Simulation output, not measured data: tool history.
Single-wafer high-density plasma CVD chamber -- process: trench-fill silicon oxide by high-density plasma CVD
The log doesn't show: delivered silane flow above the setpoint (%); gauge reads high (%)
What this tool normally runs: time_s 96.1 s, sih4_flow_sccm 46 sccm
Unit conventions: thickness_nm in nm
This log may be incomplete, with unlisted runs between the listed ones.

run    hour  time_s  sih4_flow_sccm  wafers since the last listed run  hours since the silane flow controller was replaced  hours since the gauge calibration  read-back reference wafer on the same gauge, thickness_nm  thickness_nm
  1       0    96.1              46                                 0                                               3413.2                              368.4                                                    409.241       429.832
  2    57.9    96.1              46                               787                                               3471.1                              426.3                                                    408.699       429.652
  3    98.8    96.1              46                               556                                                 3512                              467.2                                                      408.4       426.182
  4   157.9    96.1              46                               804                                               3571.1                              526.3                                                    407.986       427.179
  5   250.6    96.1              46                              1261                                               3663.8                                619                                                     406.46       431.326
  6     298    96.1              46                               644                                               3711.2                              666.4                                                     405.67       423.481
  7   402.5    96.1              50                              1421                                               3815.7                              770.9                                                    404.408       465.045
  8   465.8    96.1              46                               861                                                 3879                              834.2                                                     404.12         425.7
  9     523    96.1              46                               778                                               3936.2                              891.4                                                    403.116       426.086
 10   562.9    96.1              46                               542                                               3976.1                              931.3                                                    402.944       424.213
 11   612.9   114.1              51                               680                                               4026.1                              981.3                                                    402.031       554.064
 12   657.1    96.1              46                               601                                               4070.3                             1025.5                                                    401.572       420.351
      669.9  -- gauge calibrated
 13   694.3    81.5              54                               506                                               4107.5                               24.4                                                      411.3       429.835
 14   799.7    83.6              50                              1434                                               4212.9                              129.8                                                    410.329       405.105
 15   906.5   108.9              55                              1453                                               4319.7                              236.6                                                    407.887       586.659
 16   953.1    96.1              46                               634                                               4366.3                              283.2                                                    408.708       428.872
      987.1  -- silane flow controller replaced
 17    1049   115.1              51                              1195                                                 61.9                              379.1                                                    407.055       566.716
 18  1131.9    83.6              38                              1127                                                144.8                                462                                                    405.573        304.46
 19  1220.5    81.2              49                              1205                                                233.4                              550.6                                                    404.216       377.432
 20  1298.7    96.1              46                              1063                                                311.6                              628.8                                                    404.067       421.595
 21  1343.8    96.1              46                               613                                                356.7                              673.9                                                    403.256       417.242

What if the next run were any one of these 3? Each begins from the tool's condition after run 21:
  A  1344.2    96.1              37                                 5                                                357.1                              674.3                                                          ?             ?
  B  1344.2    86.5              37                                 5                                                357.1                              674.3                                                          ?             ?
  C  1344.2   104.4              52                                 5                                                357.1                              674.3                                                          ?             ?

run  read-back reference wafer on the same gauge, thickness_nm  thickness_nm
  A                                                    403.571       338.484
  B                                                    403.571       304.671
  C                                                    403.571       516.793
With the hidden condition removed and each run's random variation left untouched, the same runs would have given:
run  thickness_nm
  A       344.782
  B        310.34
  C       526.409
